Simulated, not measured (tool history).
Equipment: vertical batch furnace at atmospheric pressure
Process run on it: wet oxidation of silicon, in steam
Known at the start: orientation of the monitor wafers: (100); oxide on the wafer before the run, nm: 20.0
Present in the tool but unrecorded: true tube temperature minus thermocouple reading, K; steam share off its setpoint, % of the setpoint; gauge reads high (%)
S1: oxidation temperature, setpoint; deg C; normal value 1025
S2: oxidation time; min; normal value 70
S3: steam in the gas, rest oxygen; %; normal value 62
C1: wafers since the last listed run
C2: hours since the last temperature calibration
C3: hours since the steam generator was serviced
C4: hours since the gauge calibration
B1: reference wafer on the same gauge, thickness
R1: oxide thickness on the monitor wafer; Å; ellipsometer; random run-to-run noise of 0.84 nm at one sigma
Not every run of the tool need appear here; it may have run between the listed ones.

{"run": 1, "hour": 0.0, "S1": 1025, "S2": 70, "S3": 62, "C1": 0, "C2": 1702.7, "C3": 1113.9, "C4": 231, "B1": 462.16, "R1": 3870.6}
{"run": 2, "hour": 8.9, "S1": 1025, "S2": 70, "S3": 62, "C1": 118, "C2": 1711.6, "C3": 1122.8, "C4": 239.9, "B1": 462.32, "R1": 3870.3}
{"run": 3, "hour": 17.9, "S1": 1025, "S2": 70, "S3": 62, "C1": 119, "C2": 1720.6, "C3": 1131.8, "C4": 248.9, "B1": 461.87, "R1": 3870.3}
{"run": 4, "hour": 30.2, "S1": 1025, "S2": 70, "S3": 62, "C1": 163, "C2": 1732.9, "C3": 1144.1, "C4": 261.2, "B1": 462.03, "R1": 3869.3}
{"run": 5, "hour": 44.2, "S1": 1025, "S2": 70, "S3": 62, "C1": 186, "C2": 1746.9, "C3": 1158.1, "C4": 275.2, "B1": 462.26, "R1": 3866.1}
{"run": 6, "hour": 54.4, "S1": 1025, "S2": 70, "S3": 62, "C1": 135, "C2": 1757.1, "C3": 1168.3, "C4": 285.4, "B1": 462.17, "R1": 3854.1}
{"run": 7, "hour": 67.5, "S1": 1025, "S2": 70, "S3": 62, "C1": 174, "C2": 1770.2, "C3": 1181.4, "C4": 298.5, "B1": 462.05, "R1": 3857.4}
{"hour": 89.2, "done": "gauge calibrated"}
{"hour": 97.7, "done": "thermocouples replaced and temperature profile calibrated"}
{"run": 8, "hour": 99.3, "S1": 1025, "S2": 70, "S3": 62, "C1": 103, "C2": 1.6, "C3": 1213.2, "C4": 10.1, "B1": 462.04, "R1": 3843.3}
{"run": 9, "hour": 109.0, "S1": 1025, "S2": 79.5, "S3": 62, "C1": 129, "C2": 11.3, "C3": 1222.9, "C4": 19.8, "B1": 462.03, "R1": 4183}
{"run": 10, "hour": 120.4, "S1": 1025, "S2": 70, "S3": 69, "C1": 151, "C2": 22.7, "C3": 1234.3, "C4": 31.2, "B1": 461.98, "R1": 4105.7}
{"run": 11, "hour": 132.3, "S1": 1004, "S2": 80, "S3": 70, "C1": 158, "C2": 34.6, "C3": 1246.2, "C4": 43.1, "B1": 461.49, "R1": 3939.9}
{"run": 12, "hour": 148.7, "S1": 1025, "S2": 104.5, "S3": 67, "C1": 218, "C2": 51, "C3": 1262.6, "C4": 59.5, "B1": 461.86, "R1": 5194.5}
{"run": 13, "hour": 159.5, "S1": 1005, "S2": 70, "S3": 62, "C1": 143, "C2": 61.8, "C3": 1273.4, "C4": 70.3, "B1": 461.79, "R1": 3340.6}
{"hour": 199.5, "done": "steam generator serviced"}
{"run": 14, "hour": 200.0, "S1": 1005, "S2": 45.5, "S3": 59, "C1": 219, "C2": 102.3, "C3": 0.5, "C4": 110.8, "B1": 462.07, "R1": 2529.7}
{"run": 15, "hour": 205.5, "S1": 1025, "S2": 70, "S3": 62, "C1": 73, "C2": 107.8, "C3": 6, "C4": 116.3, "B1": 462.2, "R1": 4040}
{"run": 16, "hour": 212.4, "S1": 1018, "S2": 39.5, "S3": 56, "C1": 91, "C2": 114.7, "C3": 12.9, "C4": 123.2, "B1": 462.06, "R1": 2452.8}
{"run": 17, "hour": 232.4, "S1": 1025, "S2": 70, "S3": 58, "C1": 266, "C2": 134.7, "C3": 32.9, "C4": 143.2, "B1": 461.91, "R1": 3867.4}
{"run": 18, "hour": 247.2, "S1": 1025, "S2": 70, "S3": 62, "C1": 197, "C2": 149.5, "C3": 47.7, "C4": 158, "B1": 461.73, "R1": 4028.5}
{"run": 19, "hour": 263.7, "S1": 1025, "S2": 70, "S3": 62, "C1": 219, "C2": 166, "C3": 64.2, "C4": 174.5, "B1": 462.06, "R1": 4037.3}

For each run, what was the tool's unlogged condition?
true tube temperature minus thermocouple reading, K: 0 across all the runs
gauge reads high (%): 0 across all the runs
H1: steam share off its setpoint, % of the setpoint
run=1 H1=-5.85
run=2 H1=-5.94
run=3 H1=-6.03
run=4 H1=-6.15
run=5 H1=-6.29
run=6 H1=-6.39
run=7 H1=-6.52
run=8 H1=-6.85
run=9 H1=-6.95
run=10 H1=-7.07
run=11 H1=-7.2
run=12 H1=-7.38
run=13 H1=-7.5
run=14 H1=-0.13
run=15 H1=-0.13
run=16 H1=-0.131
run=17 H1=-0.134
run=18 H1=-0.14
run=19 H1=-0.148
